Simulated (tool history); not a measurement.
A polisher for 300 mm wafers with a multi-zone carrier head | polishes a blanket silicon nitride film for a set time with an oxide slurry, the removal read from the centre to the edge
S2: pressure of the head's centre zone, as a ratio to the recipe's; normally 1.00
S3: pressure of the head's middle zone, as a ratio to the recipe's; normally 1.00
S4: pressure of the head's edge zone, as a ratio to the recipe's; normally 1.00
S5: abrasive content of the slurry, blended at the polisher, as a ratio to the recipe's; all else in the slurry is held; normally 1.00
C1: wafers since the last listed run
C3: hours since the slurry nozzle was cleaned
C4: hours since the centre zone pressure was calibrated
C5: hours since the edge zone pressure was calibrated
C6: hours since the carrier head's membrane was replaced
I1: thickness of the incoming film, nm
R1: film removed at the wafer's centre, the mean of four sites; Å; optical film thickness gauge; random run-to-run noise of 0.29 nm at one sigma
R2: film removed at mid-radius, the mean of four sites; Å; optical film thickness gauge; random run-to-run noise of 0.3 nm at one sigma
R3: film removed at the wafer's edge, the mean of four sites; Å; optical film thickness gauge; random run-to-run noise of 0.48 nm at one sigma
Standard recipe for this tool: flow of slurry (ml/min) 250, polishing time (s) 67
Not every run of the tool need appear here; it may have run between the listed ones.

run 1 hour=0.0 | flow_of_slurry_(ml/min)=205 S2=1.00 S3=1.00 S4=1.00 S5=0.80 polishing_time_(s)=67 | C1=0 wafers_polished_on_this_pad=1537 C3=299.9 C4=1305.1 C5=40.2 C6=1608.2 | I1=420.7 | R1=290 R2=324 R3=339
run 2 hour=17.9 | flow_of_slurry_(ml/min)=250 S2=1.00 S3=1.00 S4=1.00 S5=1.00 polishing_time_(s)=67 | C1=196 wafers_polished_on_this_pad=1733 C3=317.8 C4=1323.0 C5=58.1 C6=1626.1 | I1=423.2 | R1=325 R2=353 R3=370
run 3 hour=47.4 | flow_of_slurry_(ml/min)=250 S2=1.00 S3=1.00 S4=1.00 S5=1.00 polishing_time_(s)=67 | C1=324 wafers_polished_on_this_pad=2058 C3=347.3 C4=1352.5 C5=87.6 C6=1655.6 | I1=418.3 | R1=318 R2=356 R3=366
run 4 hour=67.6 | flow_of_slurry_(ml/min)=250 S2=1.07 S3=1.00 S4=1.00 S5=1.00 polishing_time_(s)=67 | C1=222 wafers_polished_on_this_pad=2280 C3=367.5 C4=1372.7 C5=107.8 C6=1675.8 | I1=419.1 | R1=343 R2=357 R3=368
-- hour=76.6 worn pad replaced by a new one
run 5 hour=101.6 | flow_of_slurry_(ml/min)=250 S2=1.07 S3=1.00 S4=1.00 S5=1.00 polishing_time_(s)=67 | C1=329 wafers_polished_on_this_pad=274 C3=401.5 C4=1406.7 C5=141.8 C6=1709.8 | I1=421.1 | R1=345 R2=354 R3=371
run 6 hour=121.6 | flow_of_slurry_(ml/min)=250 S2=1.07 S3=1.00 S4=1.00 S5=1.00 polishing_time_(s)=67 | C1=219 wafers_polished_on_this_pad=494 C3=421.5 C4=1426.7 C5=161.8 C6=1729.8 | I1=424.7 | R1=343 R2=356 R3=364
-- hour=134.6 centre zone pressure recalibrated
run 7 hour=152.0 | flow_of_slurry_(ml/min)=225 S2=0.91 S3=1.00 S4=1.00 S5=1.00 polishing_time_(s)=54 | C1=312 wafers_polished_on_this_pad=806 C3=451.9 C4=17.4 C5=192.2 C6=1760.2 | I1=425.0 | R1=264 R2=283 R3=301
-- hour=182.5 carrier head's membrane replaced by a new one
run 8 hour=185.2 | flow_of_slurry_(ml/min)=300 S2=1.11 S3=1.00 S4=1.05 S5=0.90 polishing_time_(s)=67 | C1=309 wafers_polished_on_this_pad=1116 C3=485.1 C4=50.6 C5=225.4 C6=2.7 | I1=420.5 | R1=399 R2=348 R3=364
run 9 hour=200.2 | flow_of_slurry_(ml/min)=250 S2=1.00 S3=1.08 S4=1.12 S5=0.70 polishing_time_(s)=67 | C1=164 wafers_polished_on_this_pad=1281 C3=500.1 C4=65.6 C5=240.4 C6=17.7 | I1=427.5 | R1=317 R2=343 R3=330
run 10 hour=220.5 | flow_of_slurry_(ml/min)=250 S2=0.91 S3=0.89 S4=0.97 S5=1.00 polishing_time_(s)=55 | C1=223 wafers_polished_on_this_pad=1504 C3=520.4 C4=85.9 C5=260.7 C6=38.0 | I1=413.4 | R1=266 R2=262 R3=294
-- hour=236.6 slurry nozzle cleaned
run 11 hour=254.2 | flow_of_slurry_(ml/min)=290 S2=0.92 S3=1.00 S4=1.00 S5=1.25 polishing_time_(s)=67 | C1=359 wafers_polished_on_this_pad=1863 C3=17.6 C4=119.6 C5=294.4 C6=71.7 | I1=422.1 | R1=359 R2=383 R3=389
-- hour=294.4 worn pad replaced by a new one
run 12 hour=361.0 | flow_of_slurry_(ml/min)=305 S2=0.92 S3=0.96 S4=1.00 S5=1.15 polishing_time_(s)=67 | C1=1129 wafers_polished_on_this_pad=732 C3=124.4 C4=226.4 C5=401.2 C6=178.5 | I1=419.3 | R1=345 R2=368 R3=392
run 13 hour=386.0 | flow_of_slurry_(ml/min)=250 S2=1.00 S3=1.00 S4=1.00 S5=1.00 polishing_time_(s)=67 | C1=274 wafers_polished_on_this_pad=1006 C3=149.4 C4=251.4 C5=426.2 C6=203.5 | I1=416.7 | R1=346 R2=356 R3=362
run 14 hour=415.3 | flow_of_slurry_(ml/min)=205 S2=1.00 S3=1.00 S4=1.10 S5=1.00 polishing_time_(s)=67 | C1=322 wafers_polished_on_this_pad=1328 C3=178.7 C4=280.7 C5=455.5 C6=232.8 | I1=425.6 | R1=337 R2=347 R3=365
run 15 hour=432.1 | flow_of_slurry_(ml/min)=250 S2=1.10 S3=1.04 S4=1.00 S5=1.00 polishing_time_(s)=67 | C1=184 wafers_polished_on_this_pad=1513 C3=195.5 C4=297.5 C5=472.3 C6=249.6 | I1=423.4 | R1=379 R2=364 R3=366
-- hour=458.3 edge zone pressure recalibrated
run 16 hour=458.8 | flow_of_slurry_(ml/min)=250 S2=1.00 S3=1.00 S4=1.00 S5=1.00 polishing_time_(s)=67 | C1=271 wafers_polished_on_this_pad=1785 C3=222.2 C4=324.2 C5=0.5 C6=276.3 | I1=418.5 | R1=342 R2=355 R3=364
run 17 hour=475.6 | flow_of_slurry_(ml/min)=300 S2=1.11 S3=1.00 S4=1.05 S5=0.90 polishing_time_(s)=67 | C1=184 wafers_polished_on_this_pad=1969 C3=239.0 C4=341.0 C5=17.3 C6=293.1 | I1=415.4 | R1=380 R2=351 R3=367
run 18 hour=499.4 | flow_of_slurry_(ml/min)=250 S2=0.96 S3=1.00 S4=1.00 S5=0.90 polishing_time_(s)=67 | C1=261 wafers_polished_on_this_pad=2231 C3=262.8 C4=364.8 C5=41.1 C6=316.9 | I1=418.0 | R1=319 R2=345 R3=354
-- hour=510.3 worn pad replaced by a new one
run 19 hour=529.7 | flow_of_slurry_(ml/min)=205 S2=1.00 S3=1.00 S4=1.10 S5=1.00 polishing_time_(s)=67 | C1=289 wafers_polished_on_this_pad=213 C3=293.1 C4=395.1 C5=71.4 C6=347.2 | I1=414.9 | R1=329 R2=348 R3=376
run 20 hour=560.6 | flow_of_slurry_(ml/min)=250 S2=1.00 S3=1.00 S4=1.00 S5=1.00 polishing_time_(s)=67 | C1=339 wafers_polished_on_this_pad=553 C3=324.0 C4=426.0 C5=102.3 C6=378.1 | I1=427.7 | R1=344 R2=361 R3=371
run 21 hour=575.6 | flow_of_slurry_(ml/min)=250 S2=1.00 S3=1.00 S4=1.00 S5=1.00 polishing_time_(s)=67 | C1=164 wafers_polished_on_this_pad=717 C3=339.0 C4=441.0 C5=117.3 C6=393.1 | I1=418.3 | R1=340 R2=358 R3=375
run 22 hour=588.5 | flow_of_slurry_(ml/min)=250 S2=1.00 S3=1.00 S4=1.10 S5=1.30 polishing_time_(s)=67 | C1=141 wafers_polished_on_this_pad=859 C3=351.9 C4=453.9 C5=130.2 C6=406.0 | I1=422.0 | R1=372 R2=389 R3=407
run 23 hour=614.3 | flow_of_slurry_(ml/min)=250 S2=1.00 S3=1.00 S4=1.00 S5=0.80 polishing_time_(s)=67 | C1=283 wafers_polished_on_this_pad=1143 C3=377.7 C4=479.7 C5=156.0 C6=431.8 | I1=423.6 | R1=316 R2=331 R3=349

Below, some changes in R1 between adjacent runs. For each, the amount present without the hidden state too (settings, incoming material, random variation) and the amount remaining for the hidden state with gauge scatter not shared by both compared results:
The tool's hidden condition here consists of: removal rate lost through wear of the pad, %; slurry flow missing at the pad, %; deviation of the centre zone's pressure from its setpoint, %; deviation of the edge zone's pressure from its setpoint, %.
Run 6 -> 7: flow of slurry (ml/min) 250 -> 225, S2 1.07 -> 0.91, polishing time (s) 67 -> 54, centre zone pressure recalibrated. R1 -79 Å: hidden state +48, all else -127.
Run 7 -> 8: flow of slurry (ml/min) 225 -> 300, S2 0.91 -> 1.11, S4 1.00 -> 1.05, S5 1.00 -> 0.90, polishing time (s) 54 -> 67, carrier head's membrane replaced by a new one. R1 +135 Å: hidden state -5, all else +140.
Run 10 -> 11: flow of slurry (ml/min) 250 -> 290, S2 0.91 -> 0.92, S3 0.89 -> 1.00, S4 0.97 -> 1.00, S5 1.00 -> 1.25, polishing time (s) 55 -> 67, slurry nozzle cleaned. R1 +93 Å: hidden state -6, all else +99.
